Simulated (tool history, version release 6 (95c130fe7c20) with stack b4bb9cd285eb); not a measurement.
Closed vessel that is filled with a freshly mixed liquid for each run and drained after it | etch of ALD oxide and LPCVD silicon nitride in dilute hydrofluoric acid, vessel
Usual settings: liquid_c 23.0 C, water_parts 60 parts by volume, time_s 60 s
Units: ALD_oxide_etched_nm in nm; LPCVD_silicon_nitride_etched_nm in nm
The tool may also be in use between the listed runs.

| run | day | liquid_c | water_parts | time_s | wafers since the last listed run | hours since the thermometer was replaced | hours since the hydrofluoric acid flow meter was replaced | hours since the gauge calibration | read-back film thickness of the ALD oxide reference wafer, read on the same gauge (nm) | read-back film thickness of the LPCVD silicon nitride reference wafer, read on the same gauge (nm) | ALD_oxide_etched_nm | LPCVD_silicon_nitride_etched_nm |
|---|---|---|---|---|---|---|---|---|---|---|---|---|
| 1 | 0.000 | 23.0 | 60 | 60 | 0 | 18.2 | 10.5 | 37.3 | 30.04 | 109.996 | 23.82 | 0.371 |
| 2 | 1.404 | 23.0 | 60 | 60 | 2131 | 51.9 | 44.2 | 71.0 | 30.00 | 110.008 | 24.09 | 0.360 |
| 3 | 2.079 | 23.0 | 60 | 60 | 1024 | 68.1 | 60.4 | 87.2 | 29.97 | 109.997 | 24.14 | 0.322 |
|  | 2.279 | thermometer replaced, repeated, since the last time left the tool worse |
| 4 | 2.604 | 23.0 | 60 | 60 | 733 | 7.8 | 73.0 | 99.8 | 29.98 | 110.024 | 27.48 | 0.415 |
| 5 | 3.017 | 23.0 | 60 | 60 | 626 | 17.7 | 82.9 | 109.7 | 29.99 | 109.999 | 27.30 | 0.475 |
| 6 | 3.512 | 19.5 | 45 | 45 | 752 | 29.6 | 94.8 | 121.6 | 30.01 | 109.996 | 24.22 | 0.287 |
| 7 | 3.938 | 23.0 | 60 | 30 | 645 | 39.8 | 105.0 | 131.8 | 29.97 | 110.016 | 13.59 | 0.214 |
| 8 | 4.404 | 23.0 | 50 | 35 | 708 | 51.0 | 116.2 | 143.0 | 30.02 | 110.017 | 19.21 | 0.302 |
| 9 | 4.758 | 23.0 | 60 | 60 | 537 | 59.5 | 124.7 | 151.5 | 30.01 | 109.991 | 27.16 | 0.416 |
| 10 | 5.350 | 20.5 | 60 | 60 | 898 | 73.7 | 138.9 | 165.7 | 30.01 | 109.993 | 24.52 | 0.346 |
| 11 | 5.808 | 23.0 | 60 | 60 | 695 | 84.7 | 149.9 | 176.7 | 30.00 | 109.990 | 27.17 | 0.401 |
| 12 | 6.388 | 23.0 | 60 | 60 | 879 | 98.6 | 163.8 | 190.6 | 29.97 | 109.997 | 27.14 | 0.415 |
| 13 | 7.021 | 23.0 | 60 | 60 | 961 | 113.8 | 179.0 | 205.8 | 29.97 | 110.006 | 27.06 | 0.359 |
| 14 | 7.296 | 24.5 | 60 | 60 | 417 | 120.4 | 185.6 | 212.4 | 29.97 | 110.013 | 28.67 | 0.441 |
| 15 | 7.929 | 20.5 | 90 | 70 | 961 | 135.6 | 200.8 | 227.6 | 30.03 | 110.000 | 18.16 | 0.282 |
| 16 | 8.304 | 19.5 | 40 | 30 | 569 | 144.6 | 209.8 | 236.6 | 30.01 | 109.993 | 17.98 | 0.265 |
| 17 | 8.733 | 23.0 | 60 | 60 | 651 | 154.9 | 220.1 | 246.9 | 30.01 | 110.013 | 27.28 | 0.400 |
| 18 | 9.204 | 23.0 | 60 | 60 | 714 | 166.2 | 231.4 | 258.2 | 30.01 | 109.986 | 26.88 | 0.396 |
| 19 | 9.658 | 25.5 | 60 | 90 | 689 | 177.1 | 242.3 | 269.1 | 29.99 | 110.014 | 44.59 | 0.824 |
| 20 | 10.342 | 28.0 | 50 | 60 | 1037 | 193.5 | 258.7 | 285.5 | 29.95 | 110.009 | 40.28 | 0.713 |
| 21 | 10.596 | 18.5 | 60 | 30 | 385 | 199.6 | 264.8 | 291.6 | 29.99 | 110.004 | 11.09 | 0.154 |
| 22 | 11.225 | 23.0 | 60 | 60 | 955 | 214.7 | 279.9 | 306.7 | 30.01 | 110.004 | 27.04 | 0.353 |
| 23 | 11.696 | 21.0 | 70 | 60 | 714 | 226.0 | 291.2 | 318.0 | 30.01 | 110.002 | 20.86 | 0.363 |
| 24 | 12.367 | 20.5 | 85 | 30 | 1018 | 242.1 | 307.3 | 334.1 | 30.02 | 110.000 | 8.44 | 0.124 |
|  | 12.817 | gauge calibrated |
| 25 | 12.883 | 25.5 | 60 | 90 | 784 | 254.5 | 319.7 | 1.6 | 30.02 | 109.992 | 45.30 | 0.789 |

5 ways to go on from here, each from the tool as it stands after run 25. What would each give?
| A | 12.912 | 23.0 | 60 | 90 | 44 | 255.2 | 320.4 | 2.3 | ? | ? | ? | ? |
| B | 12.912 | 18.5 | 80 | 80 | 44 | 255.2 | 320.4 | 2.3 | ? | ? | ? | ? |
| C | 12.912 | 20.5 | 35 | 85 | 44 | 255.2 | 320.4 | 2.3 | ? | ? | ? | ? |
| D | 12.912 | 23.0 | 45 | 60 | 44 | 255.2 | 320.4 | 2.3 | ? | ? | ? | ? |
| E | 12.912 | 27.5 | 60 | 35 | 44 | 255.2 | 320.4 | 2.3 | ? | ? | ? | ? |

| run | read-back film thickness of the ALD oxide reference wafer, read on the same gauge (nm) | read-back film thickness of the LPCVD silicon nitride reference wafer, read on the same gauge (nm) | ALD_oxide_etched_nm | LPCVD_silicon_nitride_etched_nm |
|---|---|---|---|---|
| A | 30.04 | 109.994 | 40.51 | 0.583 |
| B | 30.04 | 109.994 | 21.86 | 0.287 |
| C | 30.04 | 109.994 | 60.91 | 0.782 |
| D | 30.04 | 109.994 | 36.71 | 0.514 |
| E | 30.04 | 109.994 | 18.91 | 0.306 |
Without the tool's hidden state the same runs would have given:
| run | ALD_oxide_etched_nm | LPCVD_silicon_nitride_etched_nm |
|---|---|---|
| A | 41.15 | 0.598 |
| B | 22.21 | 0.295 |
| C | 61.91 | 0.803 |
| D | 37.30 | 0.528 |
| E | 19.20 | 0.313 |

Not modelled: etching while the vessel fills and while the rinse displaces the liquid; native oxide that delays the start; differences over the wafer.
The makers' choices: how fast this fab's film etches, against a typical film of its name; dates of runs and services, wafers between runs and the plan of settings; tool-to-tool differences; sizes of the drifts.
